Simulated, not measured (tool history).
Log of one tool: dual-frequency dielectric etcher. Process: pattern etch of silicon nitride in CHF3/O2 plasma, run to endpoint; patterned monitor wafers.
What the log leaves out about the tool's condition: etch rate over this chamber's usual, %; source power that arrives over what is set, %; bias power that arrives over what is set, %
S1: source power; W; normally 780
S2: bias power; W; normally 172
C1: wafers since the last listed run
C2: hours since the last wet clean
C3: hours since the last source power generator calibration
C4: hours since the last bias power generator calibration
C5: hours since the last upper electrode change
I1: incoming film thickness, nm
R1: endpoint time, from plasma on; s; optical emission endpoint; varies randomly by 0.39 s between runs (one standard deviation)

run     day   S1   S2    C1     C2      C3      C4      C5     I1    R1
  1       0  680  141     0  535.9  2068.2  3382.4  4828.4  104.3  68.9
      1.804  -- wet clean of the chamber
  2   1.825  680  141   206    0.5    2112  3426.2  4872.2  104.5  71.4
  3   4.562  680  141   685   66.2  2177.7  3491.9  4937.9  105.1  72.4
  4   6.562  780  145   501  114.2  2225.7  3539.9  4985.9  103.5  66.4
  5   8.871  780  145   578  169.6  2281.1  3595.3  5041.3  103.3    66
  6  11.412  780  145   636  230.6  2342.1  3656.3  5102.3  103.9  66.1
  7  13.592  780  144   545  282.9  2394.4  3708.6  5154.6  104.7    66
  8  14.942  780  144   338  315.3  2426.8    3741    5187  103.8  65.4
     16.979  -- source power generator calibrated
  9  17.629  780  144   631  379.8    15.6  3805.5  5251.5  103.7  65.3
     20.233  -- bias power generator calibrated
     20.929  -- upper electrode replaced
 10   20.95  780  172   616  459.5    95.3    17.2     0.5  105.7  60.8
 11  24.217  780  172   818  537.9   173.7    95.6    78.9  104.9  60.3
 12  25.896  890  204   420  578.2     214   135.9   119.2  104.9  54.2
     27.025  -- wet clean of the chamber
 13  28.712  780  141   455   40.5   281.6   203.5   186.8  104.7  68.9
 14  29.992  780  172   320   71.2   312.3   234.2   217.5  104.6  64.2
 15  31.725  780  172   434  112.8   353.9   275.8   259.1  105.9  63.7
 16  34.438  720  144   679  177.9     419   340.9   324.2  104.2    69
 17  36.346  600  200   478  223.7   464.8   386.7     370  105.1  65.4
 18  39.183  650  201   710  291.8   532.9   454.8   438.1  104.1  62.3
 19  41.767  950  143   647  353.8   594.9   516.8   500.1    105    62
     47.008  -- wet clean of the chamber
 20  47.029  700  196  1067    0.5   721.2   643.1   626.4  104.4  62.3

Alternative continuations, all from the tool just after run 20; predict every row:
  A  47.046  620  172   4  0.9  721.6  643.5  626.8  103   ?
  B  47.046  860  198   4  0.9  721.6  643.5  626.8  103   ?
  C  47.046  720  140   4  0.9  721.6  643.5  626.8  103   ?
  D  47.046  890  157   4  0.9  721.6  643.5  626.8  103   ?

run    R1
  A  67.9
  B  56.6
  C  69.7
  D  61.3
Without the tool's unlogged condition, the same runs would have read:
run    R1
  A  68.2
  B  56.9
  C    70
  D  61.6
